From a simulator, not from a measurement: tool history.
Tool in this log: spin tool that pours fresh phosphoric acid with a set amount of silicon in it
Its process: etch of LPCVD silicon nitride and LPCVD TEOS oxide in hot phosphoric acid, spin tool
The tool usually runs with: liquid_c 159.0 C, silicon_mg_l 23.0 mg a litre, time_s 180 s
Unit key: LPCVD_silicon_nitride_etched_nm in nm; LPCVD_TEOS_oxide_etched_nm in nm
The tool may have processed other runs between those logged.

run     day  liquid_c  silicon_mg_l  time_s  read-back film thickness of the LPCVD silicon nitride reference wafer, read on the same gauge (nm)  read-back film thickness of the LPCVD TEOS oxide reference wafer, read on the same gauge (nm)  LPCVD_silicon_nitride_etched_nm  LPCVD_TEOS_oxide_etched_nm
  1   0.000     159.0          14.0     155                                                                                               90.01                                                                                         60.004                            13.92                       0.691
  2   3.883     159.0          14.0     155                                                                                               89.98                                                                                         59.963                            14.02                       0.678
  3   7.400     159.0          23.0     180                                                                                               89.98                                                                                         59.993                            16.23                       0.620
  4   8.904     159.0          23.0     180                                                                                               89.99                                                                                         59.978                            16.13                       0.659
  5  11.225     159.0          23.0     180                                                                                               90.04                                                                                         60.020                            16.19                       0.611
  6  13.162     159.0          23.0     180                                                                                               89.97                                                                                         60.031                            16.24                       0.606
     14.825  -- gauge calibrated
     14.850  -- dissolved silicon flow meter replaced
  7  16.292     159.0          23.0     180                                                                                               90.01                                                                                         59.990                            16.17                       0.630
  8  20.117     160.5          34.0     180                                                                                               90.02                                                                                         59.992                            17.07                       0.469
     21.392  -- heated supply line repaired
  9  24.604     159.0          23.0      80                                                                                               89.99                                                                                         60.005                             7.16                       0.278
 10  28.662     157.0          12.5     100                                                                                               89.99                                                                                         60.001                             8.43                       0.392
 11  31.625     159.0          23.0     180                                                                                               89.93                                                                                         60.010                            16.14                       0.613
     32.050  -- thermometer replaced
 12  33.462     159.0           7.5     280                                                                                               89.99                                                                                         60.000                            25.20                       1.488
     33.575  -- dissolved silicon flow meter replaced
 13  37.962     159.0          23.0     240                                                                                               90.03                                                                                         59.988                            21.64                       0.817
 14  40.404     159.0          23.0     180                                                                                               89.98                                                                                         59.971                            16.25                       0.637
 15  44.621     156.5          23.0     180                                                                                               89.97                                                                                         59.969                            14.88                       0.477

Forecast each of these 3 alternatives for the next run:
  A  44.642     159.0          23.0     180                                                                                                   ?                                                                                              ?                                ?                           ?
  B  44.642     160.5          33.0     110                                                                                                   ?                                                                                              ?                                ?                           ?
  C  44.642     161.5          40.5     105                                                                                                   ?                                                                                              ?                                ?                           ?

run  read-back film thickness of the LPCVD silicon nitride reference wafer, read on the same gauge (nm)  read-back film thickness of the LPCVD TEOS oxide reference wafer, read on the same gauge (nm)  LPCVD_silicon_nitride_etched_nm  LPCVD_TEOS_oxide_etched_nm
  A                                                                                               90.03                                                                                         59.959                            16.28                       0.601
  B                                                                                               90.03                                                                                         59.959                            10.46                       0.282
  C                                                                                               90.03                                                                                         59.959                            10.32                       0.191
Without the tool's hidden state the same runs would have given:
run  LPCVD_silicon_nitride_etched_nm  LPCVD_TEOS_oxide_etched_nm
  A                            16.28                       0.601
  B                            10.46                       0.282
  C                            10.32                       0.191
